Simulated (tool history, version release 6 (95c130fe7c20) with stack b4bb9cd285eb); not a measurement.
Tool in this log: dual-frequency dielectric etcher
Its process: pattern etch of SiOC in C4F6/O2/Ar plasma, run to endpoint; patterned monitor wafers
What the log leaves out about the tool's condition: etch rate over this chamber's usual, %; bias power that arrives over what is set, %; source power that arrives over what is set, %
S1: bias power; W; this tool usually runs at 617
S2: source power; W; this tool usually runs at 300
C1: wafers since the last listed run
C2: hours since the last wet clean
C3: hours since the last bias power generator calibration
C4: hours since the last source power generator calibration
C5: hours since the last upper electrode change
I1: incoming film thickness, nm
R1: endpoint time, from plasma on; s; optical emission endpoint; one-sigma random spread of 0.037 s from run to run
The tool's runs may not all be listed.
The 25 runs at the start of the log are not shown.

| run | hour | S1 | S2 | C1 | C2 | C3 | C4 | C5 | I1 | R1 |
|---|---|---|---|---|---|---|---|---|---|---|
| 26 | 293.4 | 725 | 350 | 258 | 39.4 | 102.2 | 37.8 | 92.9 | 35.46 | 11.1 |
| 27 | 300.1 | 720 | 330 | 107 | 46.1 | 108.9 | 44.5 | 99.6 | 34.96 | 11.2 |
| 28 | 314.6 | 617 | 300 | 231 | 60.6 | 123.4 | 59.0 | 114.1 | 35.19 | 12.3 |
| 29 | 321.3 | 465 | 220 | 107 | 67.3 | 130.1 | 65.7 | 120.8 | 35.22 | 14.9 |
| 30 | 330.5 | 760 | 340 | 147 | 76.5 | 139.3 | 74.9 | 130.0 | 35.21 | 11.0 |
| 31 | 343.9 | 617 | 330 | 214 | 89.9 | 152.7 | 88.3 | 143.4 | 34.90 | 11.8 |
| 32 | 355.9 | 674 | 300 | 191 | 101.9 | 164.7 | 100.3 | 155.4 | 35.23 | 11.9 |
| 33 | 370.9 | 768 | 220 | 239 | 116.9 | 179.7 | 115.3 | 170.4 | 34.90 | 12.5 |
| 34 | 382.4 | 551 | 250 | 183 | 128.4 | 191.2 | 126.8 | 181.9 | 34.73 | 13.3 |

Branching from run 34: 5 alternative next runs. What would each branch give?
| A | 382.8 | 617 | 250 | 6 | 128.8 | 191.6 | 127.2 | 182.3 | 35.35 | ? |
| B | 382.8 | 478 | 320 | 6 | 128.8 | 191.6 | 127.2 | 182.3 | 35.35 | ? |
| C | 382.8 | 495 | 320 | 6 | 128.8 | 191.6 | 127.2 | 182.3 | 35.35 | ? |
| D | 382.8 | 494 | 270 | 6 | 128.8 | 191.6 | 127.2 | 182.3 | 35.35 | ? |
| E | 382.8 | 534 | 300 | 6 | 128.8 | 191.6 | 127.2 | 182.3 | 35.35 | ? |

| run | R1 |
|---|---|
| A | 13.1 |
| B | 13.2 |
| C | 13.1 |
| D | 13.8 |
| E | 13.0 |
The same runs, with their run-to-run variation unchanged, on a tool lacking any hidden condition would have given:
| run | R1 |
|---|---|
| A | 13.1 |
| B | 13.1 |
| C | 13.0 |
| D | 13.7 |
| E | 12.9 |
